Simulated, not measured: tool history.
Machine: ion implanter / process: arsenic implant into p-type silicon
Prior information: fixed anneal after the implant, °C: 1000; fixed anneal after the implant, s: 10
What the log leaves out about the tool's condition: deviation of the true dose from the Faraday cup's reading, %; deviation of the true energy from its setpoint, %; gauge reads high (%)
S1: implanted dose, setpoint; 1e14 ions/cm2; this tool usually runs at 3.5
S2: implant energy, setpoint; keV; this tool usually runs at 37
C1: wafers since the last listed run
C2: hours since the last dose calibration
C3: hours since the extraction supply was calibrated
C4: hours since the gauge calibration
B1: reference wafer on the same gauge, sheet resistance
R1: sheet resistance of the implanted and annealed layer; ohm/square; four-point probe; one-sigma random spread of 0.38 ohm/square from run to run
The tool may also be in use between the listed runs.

run     day    S1    S2   C1      C2      C3     C4      B1      R1
  1       0  3.13    37    0  1282.5  5428.4    3.7  287.93  285.01
  2   0.583  3.18  42.5  199  1296.5  5442.4   17.7   287.9  276.68
  3   1.267  3.18  42.5  234  1312.9  5458.8   34.1  287.99     277
  4   1.679   3.5    37  141  1322.8  5468.7     44  287.93  262.87
  5   3.029   3.5    37  462  1355.2  5501.1   76.4  287.99  263.18
  6   3.488  4.28    37  157  1366.2  5512.1   87.4  287.94  227.38
  7   4.196   3.5    37  242  1383.2  5529.1  104.4  287.88  263.73
  8   4.479   3.5    37   97    1390  5535.9  111.2  287.93  263.54
  9   4.842   3.5    37  124  1398.7  5544.6  119.9  288.07  263.46
 10   6.983   3.5    37  734  1450.1    5596  171.3  287.98  263.94
 11   7.304   3.5    37  109  1457.8  5603.7    179  287.96   264.6
 12   7.767   3.5    37  158  1468.9  5614.8  190.1  287.87  264.56
 13   8.446   3.5    37  232  1485.2  5631.1  206.4  288.04  264.67
 14   8.929   3.5    37  165  1496.8  5642.7    218  287.99  264.62
 15   9.333   3.5    37  138  1506.5  5652.4  227.7  288.14  265.16
 16  10.058  3.09  26.5  248  1523.9  5669.8  245.1  287.87  304.82
     10.183  -- gauge calibrated
 17  10.692  3.89  49.5  217  1539.1    5685   12.2  288.01  234.29
       11.3  -- extraction supply calibrated
 18  12.483  4.07  27.5  499  1582.1    28.4   55.2  288.02  246.51
 19  13.042  2.99  49.5  191  1595.5    41.8   68.6     288  284.03
     13.467  -- Faraday cup replaced and dose calibrated
 20  13.596  4.02    41   75     3.1    55.1   81.9  287.91   225.1
 21  14.254   3.9    30  225    18.9    70.9   97.7  287.97  241.48
 22  14.833  4.51    37  198    32.8    84.8  111.6  287.98  210.66
 23  15.267   3.5    37  148    43.2    95.2    122  287.93  253.65
 24  15.912   3.5    37  221    58.7   110.7  137.5  288.13  253.67
 25  16.442   2.7  28.5  181    71.4   123.4  150.2  287.79  320.09
 26  16.696  4.49    32   87    77.5   129.5  156.3  287.89  216.27
 27  17.146  4.34    25  154    88.3   140.3  167.1  288.08  230.15
 28  17.529   3.5  32.5  131    97.5   149.5  176.3  288.04  259.15
 29  18.192  2.84    26  227   113.4   165.4  192.2  287.98  312.31

How the hidden state differs across the entries between the runs, from the last listed run before each to the first after it:
In the gap between runs 16 and 17: gauge calibrated (day 10.183)
  deviation of the true dose from the Faraday cup's reading, %: -4.99 -> -5.03
  measured value less the no-hidden-state value, R1: +11.33 -> +8.84 ohm/square
In the gap between runs 17 and 18: extraction supply calibrated (day 11.3)
  deviation of the true dose from the Faraday cup's reading, %: -5.03 -> -5.17
  measured value less the no-hidden-state value, R1: +8.84 -> +9.47 ohm/square
In the gap between runs 19 and 20: Faraday cup replaced and dose calibrated (day 13.467)
  deviation of the true dose from the Faraday cup's reading, %: -5.22 -> 0.551
  measured value less the no-hidden-state value, R1: +10.86 -> -0.93 ohm/square
